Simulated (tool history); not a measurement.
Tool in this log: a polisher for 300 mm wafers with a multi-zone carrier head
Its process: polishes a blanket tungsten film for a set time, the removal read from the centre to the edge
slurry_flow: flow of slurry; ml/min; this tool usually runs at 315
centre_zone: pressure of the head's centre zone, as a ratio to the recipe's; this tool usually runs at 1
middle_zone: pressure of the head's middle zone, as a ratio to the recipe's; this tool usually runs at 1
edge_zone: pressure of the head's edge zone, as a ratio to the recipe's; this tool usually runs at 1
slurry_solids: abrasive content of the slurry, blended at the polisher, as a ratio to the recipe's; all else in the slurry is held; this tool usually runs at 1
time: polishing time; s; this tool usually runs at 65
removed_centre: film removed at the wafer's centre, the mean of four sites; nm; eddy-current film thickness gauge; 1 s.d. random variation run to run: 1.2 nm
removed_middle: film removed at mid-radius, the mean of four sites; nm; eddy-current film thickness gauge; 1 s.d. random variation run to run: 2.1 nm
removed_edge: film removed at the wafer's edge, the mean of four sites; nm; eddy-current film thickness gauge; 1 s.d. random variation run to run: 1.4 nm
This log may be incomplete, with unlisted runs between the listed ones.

| run | hour | slurry_flow | centre_zone | middle_zone | edge_zone | slurry_solids | time | incoming thickness of the incoming film, nm | removed_centre | removed_middle | removed_edge |
|---|---|---|---|---|---|---|---|---|---|---|---|
| 1 | 0 | 340 | 1 | 1 | 1 | 1 | 65 | 629.8 | 198.3 | 181.2 | 181.9 |
|  | 4.7 | worn pad replaced by a new one |
| 2 | 31.4 | 340 | 1 | 1 | 1 | 1 | 65 | 625.4 | 200.1 | 187.4 | 181.8 |
| 3 | 66.2 | 315 | 1 | 1 | 1 | 1 | 65 | 625.5 | 197.4 | 181.5 | 180.5 |
|  | 85.7 | worn pad replaced by a new one |
| 4 | 95.1 | 315 | 1 | 1 | 1 | 1 | 65 | 624.8 | 200.3 | 180.9 | 181.4 |
| 5 | 117.4 | 315 | 1 | 1 | 1 | 1 | 65 | 618.5 | 200.6 | 184 | 181.4 |
|  | 131.7 | carrier head's membrane replaced by a new one |
| 6 | 136.6 | 315 | 1 | 1 | 0.95 | 1 | 59 | 616.6 | 182.6 | 167.6 | 162.6 |
|  | 159.7 | worn pad replaced by a new one |
| 7 | 171.4 | 315 | 1 | 1.05 | 1 | 1 | 65 | 620.5 | 203.9 | 192.4 | 181.2 |
| 8 | 185 | 315 | 1 | 1.05 | 1 | 1 | 65 | 611.1 | 203.6 | 187.7 | 180.5 |
| 9 | 202.4 | 315 | 1 | 1 | 1 | 1 | 65 | 607.9 | 201.2 | 180.4 | 179.9 |
| 10 | 224.2 | 420 | 1 | 1 | 1 | 1 | 65 | 626.8 | 210.2 | 185.7 | 183.9 |
|  | 236.3 | edge zone pressure recalibrated |
|  | 246.8 | worn pad replaced by a new one |
| 11 | 248.5 | 315 | 1 | 0.91 | 1 | 1 | 77 | 629 | 244.9 | 202.9 | 216.1 |
|  | 272.1 | centre zone pressure recalibrated |
| 12 | 277.5 | 315 | 1 | 1 | 1 | 1 | 65 | 618.9 | 184.4 | 182.4 | 181.1 |
|  | 279.5 | slurry nozzle cleaned |
| 13 | 294 | 315 | 1.06 | 0.97 | 1.07 | 0.8 | 65 | 620.7 | 184.5 | 165.5 | 175.5 |
|  | 322.4 | worn pad replaced by a new one |
| 14 | 322.9 | 315 | 1 | 1 | 1 | 1 | 65 | 610.2 | 185.2 | 183.9 | 182.7 |
| 15 | 347.2 | 315 | 1 | 1 | 0.89 | 1 | 65 | 622.9 | 186.9 | 186.2 | 175.5 |
| 16 | 373.6 | 315 | 1 | 1 | 0.91 | 1 | 51 | 623.2 | 145.7 | 143 | 136.8 |

Subtracting, for every run, the result it would have given without the tool's unlogged condition from the measured result gives the following. The same run-to-run variation enters both numbers; the gauge's scatter may not:
What the log doesn't record here: removal rate lost through wear of the pad, %; slurry flow missing at the pad, %; deviation of the centre zone's pressure from its setpoint, %; deviation of the edge zone's pressure from its setpoint, %.
| run | removed_centre |
|---|---|
| 1 | +14.2 |
| 2 | +15.4 |
| 3 | +16.2 |
| 4 | +17.4 |
| 5 | +18.1 |
| 6 | +17.1 |
| 7 | +20.2 |
| 8 | +20.5 |
| 9 | +20.8 |
| 10 | +22.5 |
| 11 | +27.1 |
| 12 | -0.1 |
| 13 | +0.5 |
| 14 | +1.5 |
| 15 | +2.4 |
| 16 | +2.5 |
removed_middle without the hidden state stays within 0.1 nm of what was measured, in all runs.
removed_edge: the difference is 0 for every run.

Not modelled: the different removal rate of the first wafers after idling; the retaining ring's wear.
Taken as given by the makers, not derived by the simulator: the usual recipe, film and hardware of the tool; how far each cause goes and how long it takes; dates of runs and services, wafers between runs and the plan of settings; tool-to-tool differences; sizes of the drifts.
